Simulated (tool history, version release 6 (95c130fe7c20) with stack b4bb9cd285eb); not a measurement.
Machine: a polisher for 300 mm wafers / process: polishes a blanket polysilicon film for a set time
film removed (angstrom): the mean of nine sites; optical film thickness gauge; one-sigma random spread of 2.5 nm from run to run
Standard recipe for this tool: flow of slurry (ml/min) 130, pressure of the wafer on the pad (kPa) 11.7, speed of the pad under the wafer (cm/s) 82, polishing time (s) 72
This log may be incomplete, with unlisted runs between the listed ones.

run     day  flow of slurry (ml/min)  pressure of the wafer on the pad (kPa)  speed of the pad under the wafer (cm/s)  polishing time (s)  wafers since the last listed run  wafers polished on this pad  hours since the slurry nozzle was cleaned  hours since the head pressure was calibrated  incoming thickness of the incoming film, nm  film removed (angstrom)
  1   0.000                      130                                    11.7                                       82                  72                                 0                          601                                      100.8                                         382.1                                       1443.8                     2693
  2   0.550                      130                                    11.7                                       82                  72                               102                          703                                      114.0                                         395.3                                       1438.5                     2653
  3   1.958                      130                                    11.7                                       82                  72                               262                          966                                      147.8                                         429.1                                       1441.6                     2635
      2.604  -- worn pad replaced by a new one
  4   2.988                      130                                    11.7                                       82                  72                               160                           71                                      172.5                                         453.8                                       1433.7                     2659
      3.112  -- head pressure recalibrated
  5   3.600                      130                                    11.7                                       82                  72                                98                          169                                      187.2                                          11.7                                       1434.4                     2654
  6   4.658                      130                                    11.7                                       82                  72                               197                          367                                      212.6                                          37.1                                       1428.3                     2616
  7   5.262                      130                                    11.7                                       82                  65                               112                          479                                      227.1                                          51.6                                       1430.9                     2394
  8   6.758                      130                                    11.7                                       82                  72                               278                          758                                      263.0                                          87.5                                       1427.6                     2641
  9   7.700                      130                                    11.7                                       82                  72                               175                          934                                      285.6                                         110.1                                       1421.7                     2633
 10   8.746                      130                                    11.7                                       82                  72                               194                         1129                                      310.7                                         135.2                                       1414.6                     2634
      9.738  -- worn pad replaced by a new one
 11   9.800                      130                                    11.7                                       82                  72                               165                           12                                      336.0                                         160.5                                       1458.5                     2627
 12  11.271                      130                                    11.7                                       60                  94                               274                          286                                      371.3                                         195.8                                       1414.1                     2489
 13  12.254                      175                                    11.7                                       82                  72                               183                          469                                      394.9                                         219.4                                       1432.4                     2825
 14  13.675                      130                                    11.7                                       82                  72                               264                          734                                      429.0                                         253.5                                       1452.9                     2622
 15  14.467                      165                                    14.5                                      100                  57                               147                          881                                      448.0                                         272.5                                       1438.5                     3268
     16.079  -- worn pad replaced by a new one
 16  18.754                      130                                    11.7                                       82                  72                               768                          498                                      550.9                                         375.4                                       1422.3                     2605
 17  19.908                      130                                    11.7                                       82                  72                               215                          713                                      578.6                                         403.1                                       1446.2                     2566
     20.088  -- head pressure recalibrated
 18  21.196                      130                                    11.7                                       82                  72                               224                          938                                      609.5                                          26.6                                       1421.8                     2551
     21.646  -- slurry nozzle cleaned
     22.362  -- worn pad replaced by a new one
 19  22.567                      130                                    11.7                                       68                  49                               216                           37                                       22.1                                          59.5                                       1412.4                     1558
 20  23.975                      130                                    11.7                                       82                  72                               262                          300                                       55.9                                          93.3                                       1431.7                     2728

Run 21 is up next; what results do you expect?
 21  27.317                      165                                    11.7                                       82                  97                               622                          923                                      136.1                                         173.5                                       1432.6                        ?

{"run 21": {"film removed (angstrom)": 3861}}
With the hidden condition absent and the run-to-run variation left alone, this run would have shown film removed (angstrom) 3952.
